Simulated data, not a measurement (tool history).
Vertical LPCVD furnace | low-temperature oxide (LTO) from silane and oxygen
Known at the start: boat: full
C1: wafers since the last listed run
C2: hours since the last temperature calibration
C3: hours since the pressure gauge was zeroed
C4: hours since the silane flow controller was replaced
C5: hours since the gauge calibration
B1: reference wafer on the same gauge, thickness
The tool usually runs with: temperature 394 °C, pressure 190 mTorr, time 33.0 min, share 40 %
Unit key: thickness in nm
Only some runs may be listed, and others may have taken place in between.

Run 1, hour 0.0: usual settings but share 35 %; C1 0; C2 2918.3; C3 3878.2; C4 2697.2; C5 124.2; B1 213.05. Result: thickness 200.28 nm.
Run 2, hour 15.9: usual settings but share 35 %; C1 323; C2 2934.2; C3 3894.1; C4 2713.1; C5 140.1; B1 213.04. Result: thickness 200.52 nm.
Run 3, hour 30.5: usual settings but temperature 390 °C; C1 297; C2 2948.8; C3 3908.7; C4 2727.7; C5 154.7; B1 212.96. Result: thickness 227.16 nm.
Run 4, hour 41.8: usual settings but temperature 390 °C; C1 230; C2 2960.1; C3 3920.0; C4 2739.0; C5 166.0; B1 212.85. Result: thickness 227.37 nm.
Run 5, hour 66.6: usual settings; C1 504; C2 2984.9; C3 3944.8; C4 2763.8; C5 190.8; B1 213.06. Result: thickness 237.47 nm.
Run 6, hour 80.8: usual settings; C1 289; C2 2999.1; C3 3959.0; C4 2778.0; C5 205.0; B1 213.12. Result: thickness 238.39 nm.
Run 7, hour 90.4: usual settings but time 29.0 min, share 43 %; C1 195; C2 3008.7; C3 3968.6; C4 2787.6; C5 214.6; B1 212.95. Result: thickness 227.38 nm.
Run 8, hour 96.7: usual settings but time 29.0 min, share 43 %; C1 128; C2 3015.0; C3 3974.9; C4 2793.9; C5 220.9; B1 212.95. Result: thickness 227.92 nm.
Run 9, hour 109.6: usual settings but time 27.5 min; C1 262; C2 3027.9; C3 3987.8; C4 2806.8; C5 233.8; B1 212.99. Result: thickness 198.08 nm.
Run 10, hour 116.9: usual settings but temperature 398 °C; C1 148; C2 3035.2; C3 3995.1; C4 2814.1; C5 241.1; B1 212.97. Result: thickness 248.39 nm.
Run 11, hour 130.7: usual settings but share 45 %; C1 280; C2 3049.0; C3 4008.9; C4 2827.9; C5 254.9; B1 213.16. Result: thickness 271.13 nm.
Run 12, hour 142.4: usual settings but share 45 %; C1 238; C2 3060.7; C3 4020.6; C4 2839.6; C5 266.6; B1 213.02. Result: thickness 272.18 nm.
At hour 194.0: thermocouples replaced and temperature profile calibrated.
At hour 208.5: pressure gauge zeroed.
At hour 230.7: silane flow controller replaced.
Run 13, hour 231.2: usual settings but pressure 150 mTorr; C1 570; C2 37.2; C3 22.7; C4 0.5; C5 355.4; B1 213.02. Result: thickness 180.29 nm.
Run 14, hour 234.9: usual settings; C1 75; C2 40.9; C3 26.4; C4 4.2; C5 359.1; B1 213.09. Result: thickness 228.20 nm.
Run 15, hour 238.6: usual settings but time 29.5 min; C1 75; C2 44.6; C3 30.1; C4 7.9; C5 362.8; B1 213.08. Result: thickness 203.61 nm.
At hour 241.4: gauge calibrated.
Run 16, hour 242.3: usual settings but temperature 399 °C, pressure 165 mTorr; C1 75; C2 48.3; C3 33.8; C4 11.6; C5 0.9; B1 212.92. Result: thickness 208.87 nm.
Run 17, hour 246.0: usual settings but time 41.0 min, share 37 %; C1 75; C2 52.0; C3 37.5; C4 15.3; C5 4.6; B1 213.04. Result: thickness 256.62 nm.
Run 18, hour 251.9: usual settings; C1 120; C2 57.9; C3 43.4; C4 21.2; C5 10.5; B1 212.92. Result: thickness 227.95 nm.
Run 19, hour 259.6: usual settings but temperature 383 °C, pressure 225 mTorr, time 28.5 min; C1 156; C2 65.6; C3 51.1; C4 28.9; C5 18.2; B1 213.07. Result: thickness 205.03 nm.
Run 20, hour 267.5: usual settings but temperature 405 °C, pressure 230 mTorr, time 25.5 min, share 32 %; C1 160; C2 73.5; C3 59.0; C4 36.8; C5 26.1; B1 212.93. Result: thickness 180.46 nm.
Run 21, hour 284.7: usual settings but temperature 384 °C, pressure 230 mTorr, time 21.0 min; C1 350; C2 90.7; C3 76.2; C4 54.0; C5 43.3; B1 212.96. Result: thickness 156.84 nm.
Run 22, hour 292.5: usual settings but temperature 382 °C, pressure 150 mTorr, share 36 %; C1 158; C2 98.5; C3 84.0; C4 61.8; C5 51.1; B1 212.94. Result: thickness 136.18 nm.
Run 23, hour 336.5: usual settings but temperature 383 °C, share 42 %; C1 895; C2 142.5; C3 128.0; C4 105.8; C5 95.1; B1 212.95. Result: thickness 213.28 nm.
Run 24, hour 343.5: usual settings but pressure 175 mTorr; C1 142; C2 149.5; C3 135.0; C4 112.8; C5 102.1; B1 213.08. Result: thickness 210.23 nm.
Run 25, hour 350.6: usual settings but time 26.0 min, share 43 %; C1 144; C2 156.6; C3 142.1; C4 119.9; C5 109.2; B1 212.89. Result: thickness 195.15 nm.

Forecast each of these 4 alternatives for the next run:
Run A, hour 354.4: usual settings but pressure 165 mTorr; C1 77; C2 160.4; C3 145.9; C4 123.7; C5 113.0; B1 ?. Result: thickness ?.
Run B, hour 354.4: usual settings but temperature 388 °C, pressure 170 mTorr; C1 77; C2 160.4; C3 145.9; C4 123.7; C5 113.0; B1 ?. Result: thickness ?.
Run C, hour 354.4: usual settings but temperature 384 °C, share 34 %; C1 77; C2 160.4; C3 145.9; C4 123.7; C5 113.0; B1 ?. Result: thickness ?.
Run D, hour 354.4: usual settings but time 38.5 min; C1 77; C2 160.4; C3 145.9; C4 123.7; C5 113.0; B1 ?. Result: thickness ?.

run      B1  thickness
  A  213.10     198.17
  B  213.10     190.66
  C  213.10     163.79
  D  213.10     266.23
With the hidden condition removed and each run's random variation left untouched, the same runs would have given:
run  thickness
  A     197.48
  B     189.98
  C     163.17
  D     265.30
